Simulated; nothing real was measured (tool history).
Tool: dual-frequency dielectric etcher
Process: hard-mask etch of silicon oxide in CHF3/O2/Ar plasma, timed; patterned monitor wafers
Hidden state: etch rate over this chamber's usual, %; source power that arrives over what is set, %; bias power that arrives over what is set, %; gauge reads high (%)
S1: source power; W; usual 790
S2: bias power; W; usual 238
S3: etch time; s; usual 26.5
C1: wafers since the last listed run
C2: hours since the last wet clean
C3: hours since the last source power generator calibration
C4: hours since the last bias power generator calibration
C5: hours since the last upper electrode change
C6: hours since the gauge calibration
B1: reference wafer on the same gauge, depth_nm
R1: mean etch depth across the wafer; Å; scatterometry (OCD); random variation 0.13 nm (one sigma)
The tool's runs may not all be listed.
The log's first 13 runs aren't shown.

{"hour": 324.1, "done": "bias power generator calibrated"}
{"run": 14, "hour": 339.0, "S1": 790, "S2": 238, "S3": 26.5, "C1": 362, "C2": 222.2, "C3": 3821.9, "C4": 14.9, "C5": 5027.2, "C6": 150.5, "B1": 62.1, "R1": 637}
{"run": 15, "hour": 371.7, "S1": 920, "S2": 255, "S3": 26.5, "C1": 407, "C2": 254.9, "C3": 3854.6, "C4": 47.6, "C5": 5059.9, "C6": 183.2, "B1": 62.1, "R1": 688}
{"run": 16, "hour": 389.6, "S1": 920, "S2": 219, "S3": 26.5, "C1": 223, "C2": 272.8, "C3": 3872.5, "C4": 65.5, "C5": 5077.8, "C6": 201.1, "B1": 62.1, "R1": 654}
{"run": 17, "hour": 425.4, "S1": 790, "S2": 219, "S3": 26.5, "C1": 446, "C2": 308.6, "C3": 3908.3, "C4": 101.3, "C5": 5113.6, "C6": 236.9, "B1": 62.1, "R1": 616}
{"run": 18, "hour": 451.0, "S1": 920, "S2": 255, "S3": 26.5, "C1": 319, "C2": 334.2, "C3": 3933.9, "C4": 126.9, "C5": 5139.2, "C6": 262.5, "B1": 62.1, "R1": 689}
{"hour": 487.1, "done": "upper electrode replaced"}
{"run": 19, "hour": 487.6, "S1": 600, "S2": 220, "S3": 20.5, "C1": 157, "C2": 370.8, "C3": 3970.5, "C4": 163.5, "C5": 0.5, "C6": 299.1, "B1": 62.1, "R1": 430}
{"hour": 499.2, "done": "source power generator calibrated"}
{"run": 20, "hour": 504.9, "S1": 790, "S2": 196, "S3": 26.5, "C1": 165, "C2": 388.1, "C3": 5.7, "C4": 180.8, "C5": 17.8, "C6": 316.4, "B1": 62.1, "R1": 593}
{"run": 21, "hour": 519.5, "S1": 610, "S2": 238, "S3": 19.5, "C1": 182, "C2": 402.7, "C3": 20.3, "C4": 195.4, "C5": 32.4, "C6": 331, "B1": 62.1, "R1": 423}
{"hour": 555.8, "done": "wet clean of the chamber"}
{"run": 22, "hour": 556.3, "S1": 620, "S2": 297, "S3": 26.5, "C1": 159, "C2": 0.5, "C3": 57.1, "C4": 232.2, "C5": 69.2, "C6": 367.8, "B1": 62.1, "R1": 626}
{"run": 23, "hour": 568.9, "S1": 790, "S2": 238, "S3": 26.5, "C1": 157, "C2": 13.1, "C3": 69.7, "C4": 244.8, "C5": 81.8, "C6": 380.4, "B1": 62.1, "R1": 635}
{"run": 24, "hour": 590.0, "S1": 790, "S2": 238, "S3": 22, "C1": 263, "C2": 34.2, "C3": 90.8, "C4": 265.9, "C5": 102.9, "C6": 401.5, "B1": 62.1, "R1": 527}
{"run": 25, "hour": 621.5, "S1": 940, "S2": 217, "S3": 29, "C1": 392, "C2": 65.7, "C3": 122.3, "C4": 297.4, "C5": 134.4, "C6": 433, "B1": 62.1, "R1": 718}
{"run": 26, "hour": 668.3, "S1": 720, "S2": 257, "S3": 19, "C1": 583, "C2": 112.5, "C3": 169.1, "C4": 344.2, "C5": 181.2, "C6": 479.8, "B1": 62.1, "R1": 450}
{"run": 27, "hour": 682.6, "S1": 790, "S2": 238, "S3": 26.5, "C1": 178, "C2": 126.8, "C3": 183.4, "C4": 358.5, "C5": 195.5, "C6": 494.1, "B1": 62.1, "R1": 634}
{"run": 28, "hour": 699.0, "S1": 870, "S2": 257, "S3": 26.5, "C1": 204, "C2": 143.2, "C3": 199.8, "C4": 374.9, "C5": 211.9, "C6": 510.5, "B1": 62.1, "R1": 675}
{"run": 29, "hour": 725.8, "S1": 610, "S2": 259, "S3": 33.5, "C1": 334, "C2": 170, "C3": 226.6, "C4": 401.7, "C5": 238.7, "C6": 537.3, "B1": 62.1, "R1": 750}
{"run": 30, "hour": 759.5, "S1": 970, "S2": 273, "S3": 26.5, "C1": 420, "C2": 203.7, "C3": 260.3, "C4": 435.4, "C5": 272.4, "C6": 571, "B1": 62.1, "R1": 718}

4 ways to go on from here, each from the tool as it stands after run 30. What would each give?
{"run": "A", "hour": 759.9, "S1": 790, "S2": 238, "S3": 29, "C1": 4, "C2": 204.1, "C3": 260.7, "C4": 435.8, "C5": 272.8, "C6": 571.4, "B1": "?", "R1": "?"}
{"run": "B", "hour": 759.9, "S1": 640, "S2": 198, "S3": 30.5, "C1": 4, "C2": 204.1, "C3": 260.7, "C4": 435.8, "C5": 272.8, "C6": 571.4, "B1": "?", "R1": "?"}
{"run": "C", "hour": 759.9, "S1": 790, "S2": 238, "S3": 23, "C1": 4, "C2": 204.1, "C3": 260.7, "C4": 435.8, "C5": 272.8, "C6": 571.4, "B1": "?", "R1": "?"}
{"run": "D", "hour": 759.9, "S1": 620, "S2": 272, "S3": 20, "C1": 4, "C2": 204.1, "C3": 260.7, "C4": 435.8, "C5": 272.8, "C6": 571.4, "B1": "?", "R1": "?"}

run=A B1=62.1 R1=693
run=B B1=62.1 R1=633
run=C B1=62.1 R1=550
run=D B1=62.1 R1=457
Without the tool's hidden state the same runs would have given:
run=A R1=693
run=B R1=633
run=C R1=550
run=D R1=457
